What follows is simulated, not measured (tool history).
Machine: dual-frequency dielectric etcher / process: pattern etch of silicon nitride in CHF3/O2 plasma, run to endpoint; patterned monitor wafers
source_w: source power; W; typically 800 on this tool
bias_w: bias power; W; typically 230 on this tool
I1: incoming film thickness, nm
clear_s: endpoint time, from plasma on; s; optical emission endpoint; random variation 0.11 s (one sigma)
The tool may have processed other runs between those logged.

{"run": 1, "hour": 0.0, "source_w": 800, "bias_w": 230, "I1": 53.1, "clear_s": 29.5}
{"run": 2, "hour": 13.5, "source_w": 800, "bias_w": 230, "I1": 52.7, "clear_s": 29.4}
{"run": 3, "hour": 23.1, "source_w": 800, "bias_w": 230, "I1": 53.2, "clear_s": 29.8}
{"run": 4, "hour": 31.6, "source_w": 800, "bias_w": 264, "I1": 53.4, "clear_s": 27.9}
{"run": 5, "hour": 72.8, "source_w": 800, "bias_w": 264, "I1": 53.2, "clear_s": 28.0}
{"hour": 80.6, "done": "source power generator calibrated"}
{"run": 6, "hour": 84.2, "source_w": 920, "bias_w": 266, "I1": 53.0, "clear_s": 26.4}
{"hour": 111.0, "done": "upper electrode replaced, of another model than before"}
{"run": 7, "hour": 111.5, "source_w": 920, "bias_w": 266, "I1": 52.8, "clear_s": 26.7}
{"run": 8, "hour": 111.8, "source_w": 800, "bias_w": 230, "I1": 53.1, "clear_s": 29.8}
{"run": 9, "hour": 117.6, "source_w": 800, "bias_w": 230, "I1": 53.2, "clear_s": 30.0}
{"run": 10, "hour": 126.4, "source_w": 800, "bias_w": 230, "I1": 53.3, "clear_s": 30.0}
{"run": 11, "hour": 135.7, "source_w": 850, "bias_w": 230, "I1": 53.4, "clear_s": 29.2}
{"hour": 147.7, "done": "bias power generator calibrated"}
{"run": 12, "hour": 148.2, "source_w": 800, "bias_w": 230, "I1": 53.3, "clear_s": 29.9}
{"run": 13, "hour": 157.8, "source_w": 750, "bias_w": 214, "I1": 53.0, "clear_s": 31.4}
{"run": 14, "hour": 166.2, "source_w": 890, "bias_w": 249, "I1": 53.0, "clear_s": 28.0}
{"run": 15, "hour": 173.4, "source_w": 800, "bias_w": 198, "I1": 53.3, "clear_s": 31.4}
{"hour": 207.6, "done": "wet clean of the chamber"}
{"run": 16, "hour": 208.1, "source_w": 930, "bias_w": 269, "I1": 53.3, "clear_s": 26.1}
{"run": 17, "hour": 208.5, "source_w": 710, "bias_w": 189, "I1": 52.9, "clear_s": 31.9}
{"run": 18, "hour": 216.2, "source_w": 700, "bias_w": 189, "I1": 52.3, "clear_s": 31.9}
{"run": 19, "hour": 225.2, "source_w": 850, "bias_w": 230, "I1": 53.1, "clear_s": 28.4}
{"run": 20, "hour": 236.2, "source_w": 640, "bias_w": 204, "I1": 52.8, "clear_s": 32.7}
{"run": 21, "hour": 242.3, "source_w": 800, "bias_w": 193, "I1": 52.9, "clear_s": 30.3}
{"run": 22, "hour": 259.3, "source_w": 730, "bias_w": 230, "I1": 53.8, "clear_s": 30.7}
{"run": 23, "hour": 273.8, "source_w": 800, "bias_w": 230, "I1": 52.7, "clear_s": 28.9}
{"run": 24, "hour": 282.7, "source_w": 660, "bias_w": 230, "I1": 53.0, "clear_s": 31.4}
{"run": 25, "hour": 296.6, "source_w": 740, "bias_w": 264, "I1": 53.0, "clear_s": 28.8}
{"run": 26, "hour": 304.0, "source_w": 730, "bias_w": 196, "I1": 53.0, "clear_s": 31.5}
{"run": 27, "hour": 321.7, "source_w": 800, "bias_w": 230, "I1": 52.5, "clear_s": 28.9}
{"run": 28, "hour": 329.5, "source_w": 800, "bias_w": 184, "I1": 52.7, "clear_s": 30.7}
{"run": 29, "hour": 343.9, "source_w": 800, "bias_w": 230, "I1": 52.5, "clear_s": 28.7}
{"run": 30, "hour": 351.1, "source_w": 800, "bias_w": 230, "I1": 52.7, "clear_s": 29.0}
{"run": 31, "hour": 366.2, "source_w": 880, "bias_w": 230, "I1": 52.8, "clear_s": 27.9}

Run 32 has not been measured yet. What should we expect?
{"run": 32, "hour": 382.8, "source_w": 960, "bias_w": 189, "I1": 53.0, "clear_s": "?"}

{"run 32": {"clear_s": 28.5}}
On a tool with no hidden condition, and with the same random variation, this run would have come out at clear_s 28.2 s.
